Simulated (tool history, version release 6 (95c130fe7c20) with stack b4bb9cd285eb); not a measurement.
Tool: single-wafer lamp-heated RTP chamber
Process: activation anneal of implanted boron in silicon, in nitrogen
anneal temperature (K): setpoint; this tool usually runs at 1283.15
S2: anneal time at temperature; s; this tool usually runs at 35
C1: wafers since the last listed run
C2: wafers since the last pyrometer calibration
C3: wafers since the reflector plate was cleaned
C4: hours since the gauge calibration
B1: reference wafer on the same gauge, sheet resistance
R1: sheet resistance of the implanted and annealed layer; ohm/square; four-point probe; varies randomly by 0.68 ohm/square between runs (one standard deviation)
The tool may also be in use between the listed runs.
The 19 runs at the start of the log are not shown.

{"run": 20, "hour": 546.6, "anneal temperature (K)": 1296.15, "S2": 42, "C1": 174, "C2": 5789, "C3": 9808, "C4": 88.8, "B1": 542.27, "R1": 453.08}
{"hour": 585.2, "done": "reflector plate cleaned"}
{"run": 21, "hour": 585.7, "anneal temperature (K)": 1283.15, "S2": 35, "C1": 232, "C2": 6021, "C3": 3, "C4": 127.9, "B1": 542.3, "R1": 455.37}
{"run": 22, "hour": 610.7, "anneal temperature (K)": 1283.15, "S2": 22, "C1": 186, "C2": 6208, "C3": 190, "C4": 152.9, "B1": 542.15, "R1": 455.85}
{"run": 23, "hour": 633.6, "anneal temperature (K)": 1283.15, "S2": 35, "C1": 171, "C2": 6379, "C3": 361, "C4": 175.8, "B1": 542.04, "R1": 456.16}
{"hour": 660.6, "done": "pyrometer window cleaned and pyrometer calibrated"}
{"run": 24, "hour": 661.1, "anneal temperature (K)": 1275.15, "S2": 35, "C1": 145, "C2": 3, "C3": 507, "C4": 203.3, "B1": 542.07, "R1": 455.05}
{"run": 25, "hour": 676.7, "anneal temperature (K)": 1266.15, "S2": 19, "C1": 116, "C2": 120, "C3": 624, "C4": 218.9, "B1": 542.01, "R1": 459.95}
{"run": 26, "hour": 696.8, "anneal temperature (K)": 1263.15, "S2": 52, "C1": 150, "C2": 270, "C3": 774, "C4": 239, "B1": 542.42, "R1": 458.65}
{"run": 27, "hour": 718.5, "anneal temperature (K)": 1258.15, "S2": 47, "C1": 162, "C2": 432, "C3": 936, "C4": 260.7, "B1": 541.89, "R1": 460.59}
{"run": 28, "hour": 732.0, "anneal temperature (K)": 1272.15, "S2": 20, "C1": 100, "C2": 533, "C3": 1037, "C4": 274.2, "B1": 542.11, "R1": 458.99}
{"run": 29, "hour": 759.8, "anneal temperature (K)": 1283.15, "S2": 35, "C1": 207, "C2": 741, "C3": 1245, "C4": 302, "B1": 541.81, "R1": 454}
{"run": 30, "hour": 786.6, "anneal temperature (K)": 1275.15, "S2": 55, "C1": 200, "C2": 942, "C3": 1445, "C4": 328.8, "B1": 541.79, "R1": 454.37}
{"run": 31, "hour": 815.5, "anneal temperature (K)": 1297.15, "S2": 20, "C1": 216, "C2": 1158, "C3": 1662, "C4": 357.7, "B1": 541.25, "R1": 453.87}
{"run": 32, "hour": 841.3, "anneal temperature (K)": 1283.15, "S2": 35, "C1": 192, "C2": 1351, "C3": 1855, "C4": 383.5, "B1": 541.47, "R1": 453.6}
{"run": 33, "hour": 863.0, "anneal temperature (K)": 1265.15, "S2": 55, "C1": 162, "C2": 1513, "C3": 2017, "C4": 405.2, "B1": 541.18, "R1": 455.62}
{"run": 34, "hour": 881.5, "anneal temperature (K)": 1258.15, "S2": 35, "C1": 138, "C2": 1651, "C3": 2155, "C4": 423.7, "B1": 540.95, "R1": 462.07}
{"run": 35, "hour": 914.8, "anneal temperature (K)": 1275.15, "S2": 35, "C1": 248, "C2": 1900, "C3": 2404, "C4": 457, "B1": 540.95, "R1": 455.74}

Each row is a separate what-if for the run after 35, all from the same tool condition, not one after another. Results?
{"run": "A", "hour": 915.2, "anneal temperature (K)": 1283.15, "S2": 35, "C1": 2, "C2": 1903, "C3": 2407, "C4": 457.4, "B1": "?", "R1": "?"}
{"run": "B", "hour": 915.2, "anneal temperature (K)": 1301.15, "S2": 44, "C1": 2, "C2": 1903, "C3": 2407, "C4": 457.4, "B1": "?", "R1": "?"}
{"run": "C", "hour": 915.2, "anneal temperature (K)": 1310.15, "S2": 35, "C1": 2, "C2": 1903, "C3": 2407, "C4": 457.4, "B1": "?", "R1": "?"}
{"run": "D", "hour": 915.2, "anneal temperature (K)": 1262.15, "S2": 35, "C1": 2, "C2": 1903, "C3": 2407, "C4": 457.4, "B1": "?", "R1": "?"}

run=A B1=540.97 R1=453.57
run=B B1=540.97 R1=451.56
run=C B1=540.97 R1=451.76
run=D B1=540.97 R1=459.55
What these runs would have given with no unlogged condition in the tool:
run=A R1=454.31
run=B R1=452.3
run=C R1=452.5
run=D R1=460.3

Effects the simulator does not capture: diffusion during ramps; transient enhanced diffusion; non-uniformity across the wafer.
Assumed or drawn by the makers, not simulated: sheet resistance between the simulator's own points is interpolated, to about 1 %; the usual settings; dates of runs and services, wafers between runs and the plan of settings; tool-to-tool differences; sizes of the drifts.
